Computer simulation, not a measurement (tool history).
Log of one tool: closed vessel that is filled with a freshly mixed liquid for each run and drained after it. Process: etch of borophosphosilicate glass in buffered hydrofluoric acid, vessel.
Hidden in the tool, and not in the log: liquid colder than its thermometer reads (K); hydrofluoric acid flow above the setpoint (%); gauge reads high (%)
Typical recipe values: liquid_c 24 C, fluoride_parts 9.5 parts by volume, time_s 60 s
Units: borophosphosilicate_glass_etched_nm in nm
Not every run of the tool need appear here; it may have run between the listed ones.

run	hour	liquid_c	fluoride_parts	time_s	wafers since the last listed run	hours since the thermometer was replaced	hours since the hydrofluoric acid flow meter was replaced	hours since the gauge calibration	read-back film thickness of the borophosphosilicate glass reference wafer, read on the same gauge (nm)	borophosphosilicate_glass_etched_nm
1	0	24	9.5	45	0	1435.2	841.4	957.4	69.98	88.65
2	57.9	24	9.5	45	3892	1493.1	899.3	1015.3	69.99	88.82
3	105.6	24	9.5	60	3206	1540.8	947	1063	70	118.24
4	212.4	24	9.5	60	7180	1647.6	1053.8	1169.8	70	118.94
5	267.4	24	9.5	60	3697	1702.6	1108.8	1224.8	70.02	118.51
6	372.4	24	9.5	60	7059	1807.6	1213.8	1329.8	70.01	118.18
7	410.5	24	9.5	60	2561	1845.7	1251.9	1367.9	69.98	118.31
8	505.8	24	7	60	6407	1941	1347.2	1463.2	70.01	159.95
9	599.9	24	7	60	6326	2035.1	1441.3	1557.3	69.99	161.43
# hour 653.6: hydrofluoric acid flow meter replaced
10	668.6	24	10.5	75	4551	2103.8	15	1626	69.99	137.14
11	731.3	24	9.5	60	4215	2166.5	77.7	1688.7	69.97	118.35
12	767.4	24	9.5	60	2427	2202.6	113.8	1724.8	70.01	118.96
13	847.8	24	9.5	60	5405	2283	194.2	1805.2	70.01	117.61
14	946.3	24	9.5	60	6622	2381.5	292.7	1903.7	69.99	118.55
15	996.8	24	9.5	60	3395	2432	343.2	1954.2	70.02	118.56
16	1047.2	24	11	60	3388	2482.4	393.6	2004.6	70.01	104.1
# hour 1130.7: thermometer replaced
17	1135.5	22	13	30	5869	4.8	481.9	2092.9	70.01	39.74
18	1237.5	24	12	60	6857	106.8	583.9	2194.9	70	95.14
19	1306.3	29	10.5	45	4625	175.6	652.7	2263.7	69.97	106.62
20	1366.9	24	9.5	60	4074	236.2	713.3	2324.3	70.01	118.25
21	1414.3	19	9.5	40	3186	283.6	760.7	2371.7	69.98	59.99
# hour 1472: gauge calibrated
22	1475.1	24	9.5	60	4087	344.4	821.5	3.1	70.01	118.97
23	1633.4	22	12	30	10642	502.7	979.8	161.4	70	43.35
24	1691.5	25.5	12	60	3906	560.8	1037.9	219.5	69.98	104.31
25	1750	24	9.5	60	3933	619.3	1096.4	278	70.03	118.94
26	1846.2	24	6	35	6467	715.5	1192.6	374.2	69.99	107.79
27	1930.1	19	7.5	60	5640	799.4	1276.5	458.1	69.99	114.31
28	1995.4	24	9.5	60	4390	864.7	1341.8	523.4	70.02	118.25
# hour 2048.1: hydrofluoric acid flow meter replaced
29	2078	24	9.5	45	5486	947.3	29.9	606	69.97	88.64
30	2133.3	24	12	30	3717	1002.6	85.2	661.3	70.01	48.06
31	2176.9	24	9.5	35	2931	1046.2	128.8	704.9	69.98	69.09
32	2283.8	24	9.5	60	7187	1153.1	235.7	811.8	70.01	117.3

State the hidden condition of the tool at each of the runs:
liquid colder than its thermometer reads (K): 0 on each run
hydrofluoric acid flow above the setpoint (%): 0 on each run
gauge reads high (%): 0 on each run

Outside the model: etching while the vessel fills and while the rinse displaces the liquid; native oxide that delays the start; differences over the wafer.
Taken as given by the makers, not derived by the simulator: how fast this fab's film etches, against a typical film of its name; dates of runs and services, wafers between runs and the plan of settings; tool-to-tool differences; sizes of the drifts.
